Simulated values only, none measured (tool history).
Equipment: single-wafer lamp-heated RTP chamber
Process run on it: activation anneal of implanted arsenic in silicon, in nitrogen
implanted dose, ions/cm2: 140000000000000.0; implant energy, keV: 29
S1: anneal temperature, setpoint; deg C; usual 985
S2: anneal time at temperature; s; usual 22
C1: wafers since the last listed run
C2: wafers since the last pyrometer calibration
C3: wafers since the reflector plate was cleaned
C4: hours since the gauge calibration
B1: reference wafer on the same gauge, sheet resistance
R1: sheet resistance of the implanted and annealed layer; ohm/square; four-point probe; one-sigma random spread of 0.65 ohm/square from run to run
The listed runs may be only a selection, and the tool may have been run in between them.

| run | hour | S1 | S2 | C1 | C2 | C3 | C4 | B1 | R1 |
|---|---|---|---|---|---|---|---|---|---|
| 1 | 0 | 985 | 22 | 0 | 159 | 1417 | 439.1 | 444.73 | 434.88 |
| 2 | 18.1 | 985 | 22 | 202 | 361 | 1619 | 457.2 | 444.82 | 436.03 |
| 3 | 44 | 985 | 22 | 289 | 650 | 1909 | 483.1 | 444.99 | 435.44 |
| 4 | 60.6 | 985 | 22 | 185 | 836 | 2094 | 499.7 | 445.24 | 435.88 |
| 5 | 88.4 | 985 | 22 | 310 | 1147 | 2405 | 527.5 | 445.21 | 436.36 |
| 6 | 111.9 | 985 | 22 | 262 | 1409 | 2668 | 551 | 445.78 | 436.15 |
| 7 | 130.8 | 1002 | 29 | 211 | 1621 | 2879 | 569.9 | 445.41 | 434.72 |
| 8 | 147.3 | 1002 | 29 | 184 | 1805 | 3064 | 586.4 | 446.08 | 434.28 |
| 9 | 181.5 | 1002 | 29 | 382 | 2188 | 3446 | 620.6 | 446.01 | 433.89 |
| 10 | 193.8 | 985 | 22 | 137 | 2325 | 3583 | 632.9 | 446.5 | 436.16 |
| 11 | 225.7 | 985 | 22 | 356 | 2682 | 3940 | 664.8 | 446.6 | 437.63 |
| 12 | 250.4 | 975 | 22 | 276 | 2958 | 4216 | 689.5 | 446.59 | 438.83 |
| 13 | 272.9 | 975 | 22 | 251 | 3209 | 4468 | 712 | 447.19 | 437.05 |
| 14 | 303.4 | 975 | 22 | 340 | 3550 | 4808 | 742.5 | 446.89 | 437.63 |
| 15 | 323.5 | 968 | 22 | 224 | 3775 | 5033 | 762.6 | 447.52 | 438.08 |
|  | 355.7 | pyrometer window cleaned and pyrometer calibrated |
|  | 366.6 | reflector plate cleaned |
| 16 | 367.1 | 985 | 22 | 308 | 37 | 5 | 806.2 | 447.37 | 437.3 |
| 17 | 391.1 | 974 | 12 | 268 | 305 | 274 | 830.2 | 447.57 | 440.49 |
|  | 419.6 | gauge calibrated |
| 18 | 426.8 | 1005 | 22 | 399 | 705 | 673 | 7.2 | 441.88 | 430.02 |
| 19 | 461.9 | 974 | 12 | 392 | 1097 | 1065 | 42.3 | 442.08 | 433.99 |
| 20 | 485.7 | 985 | 32 | 266 | 1363 | 1331 | 66.1 | 442.13 | 432.26 |
| 21 | 499.6 | 985 | 22 | 155 | 1518 | 1487 | 80 | 442.06 | 432.76 |
| 22 | 535.6 | 993 | 14 | 402 | 1921 | 1889 | 116 | 442.45 | 434.24 |
| 23 | 563.7 | 985 | 22 | 314 | 2235 | 2203 | 144.1 | 442.8 | 433.62 |
| 24 | 585.1 | 968 | 13 | 239 | 2474 | 2442 | 165.5 | 442.76 | 434.74 |
| 25 | 603.2 | 976 | 22 | 202 | 2676 | 2645 | 183.6 | 442.9 | 433.42 |
| 26 | 636.9 | 965 | 29 | 376 | 3053 | 3021 | 217.3 | 442.95 | 433.91 |
| 27 | 663.7 | 985 | 22 | 299 | 3353 | 3321 | 244.1 | 443.62 | 434.37 |
| 28 | 679.5 | 973 | 18 | 176 | 3529 | 3498 | 259.9 | 443.6 | 435.11 |
| 29 | 696.5 | 967 | 31 | 190 | 3719 | 3688 | 276.9 | 443.61 | 433.82 |

Branching from run 29: 3 alternative next runs. What would each branch give?
| A | 696.9 | 1002 | 22 | 4 | 3724 | 3692 | 277.3 | ? | ? |
| B | 696.9 | 961 | 17 | 4 | 3724 | 3692 | 277.3 | ? | ? |
| C | 696.9 | 996 | 22 | 4 | 3724 | 3692 | 277.3 | ? | ? |

| run | B1 | R1 |
|---|---|---|
| A | 443.62 | 432.68 |
| B | 443.62 | 433.84 |
| C | 443.62 | 432.98 |
With the hidden condition removed and each run's random variation left untouched, the same runs would have given:
| run | R1 |
|---|---|
| A | 430.09 |
| B | 431.24 |
| C | 430.39 |

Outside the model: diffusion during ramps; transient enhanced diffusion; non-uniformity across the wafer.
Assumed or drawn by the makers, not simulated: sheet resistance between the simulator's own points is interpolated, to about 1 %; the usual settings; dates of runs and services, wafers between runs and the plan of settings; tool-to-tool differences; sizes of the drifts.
